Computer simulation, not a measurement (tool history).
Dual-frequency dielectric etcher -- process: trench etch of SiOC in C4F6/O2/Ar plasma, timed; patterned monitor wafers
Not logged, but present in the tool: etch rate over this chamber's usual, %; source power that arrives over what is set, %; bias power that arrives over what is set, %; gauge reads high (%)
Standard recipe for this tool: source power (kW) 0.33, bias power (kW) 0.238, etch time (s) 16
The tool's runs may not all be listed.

run    hour  source power (kW)  bias power (kW)  etch time (s)  wafers since the last listed run  hours since the last wet clean  hours since the last source power generator calibration  hours since the last bias power generator calibration  hours since the last upper electrode change  hours since the gauge calibration  read-back reference wafer on the same gauge, depth_nm  mean etch depth across the wafer (Å)
  1       0               0.37            0.238             16                                 0                             0.5                                                   2446.5                                                 2101.5                                         4298                               75.4                                                  43.02                                 382.9
  2    45.7               0.28            0.238             16                               743                            46.2                                                   2492.2                                                 2147.2                                       4343.7                              121.1                                                  42.92                                 340.9
  3   131.6               0.33            0.238             16                              1397                           132.1                                                   2578.1                                                 2233.1                                       4429.6                                207                                                  43.07                                 358.9
  4   169.3               0.33            0.212             16                               613                           169.8                                                   2615.8                                                 2270.8                                       4467.3                              244.7                                                  43.14                                 339.9
  5   222.9               0.33            0.212             16                               871                           223.4                                                   2669.4                                                 2324.4                                       4520.9                              298.3                                                  42.94                                 342.3
  6   309.8               0.33            0.212             16                              1413                           310.3                                                   2756.3                                                 2411.3                                       4607.8                              385.2                                                   43.1                                 342.1
        435  -- wet clean of the chamber
  7   435.5               0.33            0.238           14.5                              1654                             0.5                                                     2882                                                   2537                                       4733.5                              510.9                                                   43.2                                   329
  8   523.7               0.33            0.238             16                              1434                            88.7                                                   2970.2                                                 2625.2                                       4821.7                              599.1                                                  43.08                                 362.4
  9   619.9               0.33            0.238             16                              1565                           184.9                                                   3066.4                                                 2721.4                                       4917.9                              695.3                                                  42.91                                 363.3
 10   699.8               0.33            0.238             16                              1299                           264.8                                                   3146.3                                                 2801.3                                       4997.8                              775.2                                                  43.02                                 358.5
 11   772.4               0.33            0.238             16                              1181                           337.4                                                   3218.9                                                 2873.9                                       5070.4                              847.8                                                  42.94                                 362.6
        861  -- upper electrode replaced
      868.9  -- wet clean of the chamber
 12   869.4               0.33            0.238             16                              1059                             0.5                                                   3315.9                                                 2970.9                                          8.4                              944.8                                                  42.97                                 365.9
 13   924.8               0.36            0.219           18.5                               901                            55.9                                                   3371.3                                                 3026.3                                         63.8                             1000.2                                                  43.01                                 415.5
 14   975.4               0.37            0.287             18                               823                           106.5                                                   3421.9                                                 3076.9                                        114.4                             1050.8                                                  42.96                                 464.2
      996.6  -- source power generator calibrated
 15  1011.4               0.33            0.238             16                               520                           142.5                                                     14.8                                                 3112.9                                        150.4                             1086.8                                                  43.12                                 364.1
 16  1096.8                0.4            0.238             13                              1389                           227.9                                                    100.2                                                 3198.3                                        235.8                             1172.2                                                     43                                   314
 17  1143.9               0.39              0.2             16                               766                             275                                                    147.3                                                 3245.4                                        282.9                             1219.3                                                  43.08                                 356.5
 18  1219.9               0.33            0.192             16                              1236                             351                                                    223.3                                                 3321.4                                        358.9                             1295.3                                                  42.97                                 320.9
 19  1310.5               0.33            0.238             16                              1473                           441.6                                                    313.9                                                   3412                                        449.5                             1385.9                                                  42.98                                 361.2
     1381.5  -- wet clean of the chamber
 20  1391.4               0.33            0.238             16                               925                             9.9                                                    394.8                                                 3492.9                                        530.4                             1466.8                                                  43.09                                 361.4
 21  1441.7               0.33            0.215           17.5                               818                            60.2                                                    445.1                                                 3543.2                                        580.7                             1517.1                                                   43.1                                   378
     1481.6  -- bias power generator calibrated
 22    1537               0.36            0.185           18.5                              1485                           155.5                                                    540.4                                                   55.4                                          676                             1612.4                                                  42.95                                   385
 23  1626.2               0.33            0.197             16                              1451                           244.7                                                    629.6                                                  144.6                                        765.2                             1701.6                                                  43.03                                 330.8
     1682.1  -- gauge calibrated
 24  1699.6               0.33            0.238             14                              1194                           318.1                                                      703                                                    218                                        838.6                               17.5                                                  42.85                                 316.3
 25  1799.6               0.39            0.288             18                              1626                           418.1                                                      803                                                    318                                        938.6                              117.5                                                  42.97                                 472.7
     1881.5  -- wet clean of the chamber
 26    1882               0.33            0.264             16                               950                             0.5                                                    885.4                                                  400.4                                         1021                              199.9                                                  43.02                                 381.1
 27  1953.4                0.4            0.263             13                              1161                            71.9                                                    956.8                                                  471.8                                       1092.4                              271.3                                                  43.09                                 329.9
 28  2025.4               0.33            0.238             16                              1171                           143.9                                                   1028.8                                                  543.8                                       1164.4                              343.3                                                  43.06                                 361.5
 29  2115.8               0.33            0.272           17.5                              1470                           234.3                                                   1119.2                                                  634.2                                       1254.8                              433.7                                                  43.07                                 420.1
 30  2194.3               0.41            0.238           11.5                              1277                           312.8                                                   1197.7                                                  712.7                                       1333.3                              512.2                                                  43.01                                   280

Take each entry between the runs: how does the hidden state at the last listed run before it differ from the hidden state at the first listed run after it?
Between runs 6 and 7: wet clean of the chamber (hour 435)
  no difference in the tool's unlogged condition between these two runs
Between runs 11 and 12: upper electrode replaced (hour 861); wet clean of the chamber (hour 868.9)
  no difference in the tool's unlogged condition between these two runs
Between runs 14 and 15: source power generator calibrated (hour 996.6)
  no difference in the tool's unlogged condition between these two runs
Between runs 19 and 20: wet clean of the chamber (hour 1381.5)
  no difference in the tool's unlogged condition between these two runs
Between runs 21 and 22: bias power generator calibrated (hour 1481.6)
  no difference in the tool's unlogged condition between these two runs
Between runs 23 and 24: gauge calibrated (hour 1682.1)
  no difference in the tool's unlogged condition between these two runs
Between runs 25 and 26: wet clean of the chamber (hour 1881.5)
  no difference in the tool's unlogged condition between these two runs
